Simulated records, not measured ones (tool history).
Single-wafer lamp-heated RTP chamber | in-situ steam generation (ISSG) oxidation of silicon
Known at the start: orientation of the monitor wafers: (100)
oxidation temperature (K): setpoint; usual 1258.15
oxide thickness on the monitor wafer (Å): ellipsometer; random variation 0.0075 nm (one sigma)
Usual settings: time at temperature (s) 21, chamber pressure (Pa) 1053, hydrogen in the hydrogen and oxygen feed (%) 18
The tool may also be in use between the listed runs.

| run | hour | oxidation temperature (K) | time at temperature (s) | chamber pressure (Pa) | hydrogen in the hydrogen and oxygen feed (%) | wafers since the last listed run | wafers since the last pyrometer calibration | hours since the pressure gauge was zeroed | hours since the hydrogen flow controller was replaced | hours since the gauge calibration | read-back reference wafer on the same gauge, thickness | oxide thickness on the monitor wafer (Å) |
|---|---|---|---|---|---|---|---|---|---|---|---|---|
| 1 | 0.0 | 1258.15 | 21 | 1053 | 18 | 0 | 6154 | 3826.0 | 5366.1 | 744.2 | 5.379 | 51.13 |
| 2 | 64.7 | 1258.15 | 21 | 920 | 18 | 1089 | 7244 | 3890.7 | 5430.8 | 808.9 | 5.380 | 50.72 |
| 3 | 121.6 | 1258.15 | 21 | 920 | 18 | 958 | 8203 | 3947.6 | 5487.7 | 865.8 | 5.379 | 50.71 |
|  | 155.6 | pyrometer window cleaned and pyrometer calibrated |
| 4 | 176.3 | 1258.15 | 21 | 1053 | 18 | 786 | 348 | 4002.3 | 5542.4 | 920.5 | 5.380 | 50.15 |
| 5 | 214.2 | 1258.15 | 21 | 1053 | 18 | 638 | 987 | 4040.2 | 5580.3 | 958.4 | 5.380 | 50.38 |
| 6 | 264.9 | 1258.15 | 21 | 1053 | 18 | 854 | 1841 | 4090.9 | 5631.0 | 1009.1 | 5.382 | 50.75 |
| 7 | 318.0 | 1258.15 | 21 | 1053 | 15 | 894 | 2735 | 4144.0 | 5684.1 | 1062.2 | 5.381 | 48.75 |
| 8 | 375.6 | 1258.15 | 21 | 1053 | 15 | 970 | 3706 | 4201.6 | 5741.7 | 1119.8 | 5.380 | 48.95 |
|  | 459.4 | pressure gauge zeroed |
|  | 542.4 | hydrogen flow controller replaced |
| 9 | 549.8 | 1258.15 | 21 | 1053 | 15 | 2664 | 6371 | 90.4 | 7.4 | 1294.0 | 5.379 | 49.12 |
| 10 | 602.6 | 1258.15 | 21 | 1053 | 26 | 889 | 7260 | 143.2 | 60.2 | 1346.8 | 5.379 | 55.72 |
| 11 | 669.8 | 1271.15 | 26 | 1147 | 18 | 1131 | 8392 | 210.4 | 127.4 | 1414.0 | 5.382 | 59.62 |
|  | 681.3 | pyrometer window cleaned and pyrometer calibrated |
| 12 | 698.3 | 1272.15 | 28 | 1213 | 13 | 345 | 286 | 238.9 | 155.9 | 1442.5 | 5.380 | 56.81 |
| 13 | 752.7 | 1264.15 | 21 | 1173 | 22 | 916 | 1202 | 293.3 | 210.3 | 1496.9 | 5.380 | 53.89 |
| 14 | 819.5 | 1239.15 | 21 | 1173 | 18 | 1125 | 2327 | 360.1 | 277.1 | 1563.7 | 5.381 | 47.19 |
| 15 | 846.7 | 1258.15 | 21 | 1053 | 18 | 458 | 2785 | 387.3 | 304.3 | 1590.9 | 5.380 | 50.94 |
| 16 | 872.4 | 1258.15 | 21 | 1053 | 18 | 432 | 3218 | 413.0 | 330.0 | 1616.6 | 5.381 | 50.96 |
| 17 | 929.9 | 1258.15 | 21 | 1187 | 18 | 968 | 4187 | 470.5 | 387.5 | 1674.1 | 5.376 | 50.80 |
| 18 | 980.0 | 1258.15 | 21 | 1053 | 18 | 843 | 5031 | 520.6 | 437.6 | 1724.2 | 5.382 | 51.21 |
| 19 | 1027.4 | 1242.15 | 21 | 1053 | 18 | 798 | 5829 | 568.0 | 485.0 | 1771.6 | 5.382 | 48.17 |
|  | 1037.1 | gauge calibrated |
| 20 | 1083.7 | 1258.15 | 21 | 1053 | 18 | 948 | 6778 | 624.3 | 541.3 | 46.6 | 5.380 | 51.18 |
| 21 | 1136.3 | 1264.15 | 26 | 1053 | 12 | 886 | 7664 | 676.9 | 593.9 | 99.2 | 5.375 | 53.26 |
|  | 1164.4 | pyrometer window cleaned and pyrometer calibrated |
| 22 | 1173.6 | 1258.15 | 21 | 1053 | 18 | 493 | 155 | 714.2 | 631.2 | 136.5 | 5.383 | 50.27 |
| 23 | 1224.3 | 1258.15 | 21 | 1053 | 18 | 854 | 1009 | 764.9 | 681.9 | 187.2 | 5.378 | 50.40 |
| 24 | 1257.6 | 1274.15 | 21 | 1173 | 15 | 560 | 1570 | 798.2 | 715.2 | 220.5 | 5.381 | 51.69 |
| 25 | 1309.5 | 1265.15 | 25 | 1053 | 18 | 874 | 2444 | 850.1 | 767.1 | 272.4 | 5.379 | 56.60 |
| 26 | 1347.1 | 1258.15 | 21 | 1053 | 18 | 633 | 3077 | 887.7 | 804.7 | 310.0 | 5.380 | 50.93 |
| 27 | 1410.4 | 1265.15 | 28 | 960 | 27 | 1066 | 4144 | 951.0 | 868.0 | 373.3 | 5.382 | 66.20 |
| 28 | 1461.8 | 1266.15 | 26 | 1213 | 15 | 865 | 5009 | 1002.4 | 919.4 | 424.7 | 5.379 | 55.85 |
| 29 | 1507.6 | 1253.15 | 13 | 1200 | 23 | 771 | 5781 | 1048.2 | 965.2 | 470.5 | 5.380 | 42.76 |
| 30 | 1571.5 | 1253.15 | 21 | 1053 | 18 | 1076 | 6857 | 1112.1 | 1029.1 | 534.4 | 5.381 | 50.19 |
| 31 | 1623.6 | 1258.15 | 21 | 1053 | 18 | 877 | 7735 | 1164.2 | 1081.2 | 586.5 | 5.382 | 51.11 |
|  | 1680.2 | pyrometer window cleaned and pyrometer calibrated |
| 32 | 1680.7 | 1271.15 | 26 | 1147 | 18 | 827 | 8 | 1221.3 | 1138.3 | 643.6 | 5.379 | 58.30 |

The tool's hidden state at each run:
true pressure minus gauge reading, Torr: 0 in every run
deviation of the hydrogen flow from its setpoint, %: 0 in every run
gauge reads high (%): 0 in every run
H1: true wafer temperature minus pyrometer reading, K
| run | H1 |
|---|---|
| 1 | 5.12 |
| 2 | 5.31 |
| 3 | 5.43 |
| 4 | 0.777 |
| 5 | 1.78 |
| 6 | 2.8 |
| 7 | 3.58 |
| 8 | 4.19 |
| 9 | 5.13 |
| 10 | 5.27 |
| 11 | 5.39 |
| 12 | 1.11 |
| 13 | 2.5 |
| 14 | 3.69 |
| 15 | 4.06 |
| 16 | 4.35 |
| 17 | 4.86 |
| 18 | 5.18 |
| 19 | 5.4 |
| 20 | 5.6 |
| 21 | 5.73 |
| 22 | 0.531 |
| 23 | 1.91 |
| 24 | 2.61 |
| 25 | 3.46 |
| 26 | 3.92 |
| 27 | 4.5 |
| 28 | 4.83 |
| 29 | 5.05 |
| 30 | 5.27 |
| 31 | 5.4 |
| 32 | 0.139 |

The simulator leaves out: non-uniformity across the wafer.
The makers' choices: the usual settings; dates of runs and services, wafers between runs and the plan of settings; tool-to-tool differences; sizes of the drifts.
